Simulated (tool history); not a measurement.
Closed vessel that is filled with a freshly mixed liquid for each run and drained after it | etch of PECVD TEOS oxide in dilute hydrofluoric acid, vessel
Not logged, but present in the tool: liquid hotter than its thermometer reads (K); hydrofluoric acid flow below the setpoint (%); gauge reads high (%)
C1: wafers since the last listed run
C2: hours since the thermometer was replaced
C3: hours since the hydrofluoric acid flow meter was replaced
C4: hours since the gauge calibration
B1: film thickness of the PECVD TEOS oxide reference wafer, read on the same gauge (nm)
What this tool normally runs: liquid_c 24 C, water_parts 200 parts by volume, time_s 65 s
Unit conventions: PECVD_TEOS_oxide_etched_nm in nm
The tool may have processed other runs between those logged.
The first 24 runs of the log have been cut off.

Run 25, hour 1761.4: usual settings but liquid_c 28.5 C, water_parts 275 parts by volume, time_s 80 s; C1 21975; C2 761.9; C3 210.1; C4 748.4; B1 80.02. Result: PECVD_TEOS_oxide_etched_nm 8.04 nm.
At hour 1806.8: thermometer replaced.
Run 26, hour 1829.7: usual settings but liquid_c 21.5 C, water_parts 300 parts by volume, time_s 85 s; C1 8494; C2 22.9; C3 278.4; C4 816.7; B1 80.03. Result: PECVD_TEOS_oxide_etched_nm 5.95 nm.
Run 27, hour 1897.2: usual settings; C1 8520; C2 90.4; C3 345.9; C4 884.2; B1 79.99. Result: PECVD_TEOS_oxide_etched_nm 8.3 nm.
Run 28, hour 1998.7: usual settings but liquid_c 20 C, water_parts 280 parts by volume, time_s 40 s; C1 12811; C2 191.9; C3 447.4; C4 985.7; B1 79.98. Result: PECVD_TEOS_oxide_etched_nm 2.91 nm.
Run 29, hour 2091.8: usual settings; C1 11751; C2 285; C3 540.5; C4 1078.8; B1 80.03. Result: PECVD_TEOS_oxide_etched_nm 8.16 nm.
Run 30, hour 2161.2: usual settings but liquid_c 26.5 C, water_parts 165 parts by volume, time_s 100 s; C1 8759; C2 354.4; C3 609.9; C4 1148.2; B1 80.01. Result: PECVD_TEOS_oxide_etched_nm 17.35 nm.
At hour 2192.8: hydrofluoric acid flow meter replaced.
Run 31, hour 2243.8: usual settings but liquid_c 19.5 C, time_s 35 s; C1 10299; C2 437; C3 51; C4 1230.8; B1 79.98. Result: PECVD_TEOS_oxide_etched_nm 3.79 nm.
Run 32, hour 2311.8: usual settings but time_s 100 s; C1 8583; C2 505; C3 119; C4 1298.8; B1 79.99. Result: PECVD_TEOS_oxide_etched_nm 12.9 nm.

Alternative continuations, all from the tool just after run 32; predict every row:
Run A, hour 2312.5: usual settings; C1 88; C2 505.7; C3 119.7; C4 1299.5; B1 ?. Result: PECVD_TEOS_oxide_etched_nm ?.
Run B, hour 2312.5: usual settings but liquid_c 22.5 C, water_parts 240 parts by volume, time_s 35 s; C1 88; C2 505.7; C3 119.7; C4 1299.5; B1 ?. Result: PECVD_TEOS_oxide_etched_nm ?.
Run C, hour 2312.5: usual settings but liquid_c 20.5 C, water_parts 225 parts by volume, time_s 30 s; C1 88; C2 505.7; C3 119.7; C4 1299.5; B1 ?. Result: PECVD_TEOS_oxide_etched_nm ?.
Run D, hour 2312.5: usual settings but liquid_c 29 C, water_parts 135 parts by volume, time_s 40 s; C1 88; C2 505.7; C3 119.7; C4 1299.5; B1 ?. Result: PECVD_TEOS_oxide_etched_nm ?.
Run E, hour 2312.5: usual settings but liquid_c 28.5 C, time_s 105 s; C1 88; C2 505.7; C3 119.7; C4 1299.5; B1 ?. Result: PECVD_TEOS_oxide_etched_nm ?.

run     B1  PECVD_TEOS_oxide_etched_nm
  A  79.99                        8.33
  B  79.99                        3.39
  C  79.99                        2.92
  D  79.99                        9.86
  E  79.99                       15.82
Without the tool's hidden state the same runs would have given:
run  PECVD_TEOS_oxide_etched_nm
  A                        8.38
  B                        3.41
  C                        2.94
  D                        9.92
  E                       15.92
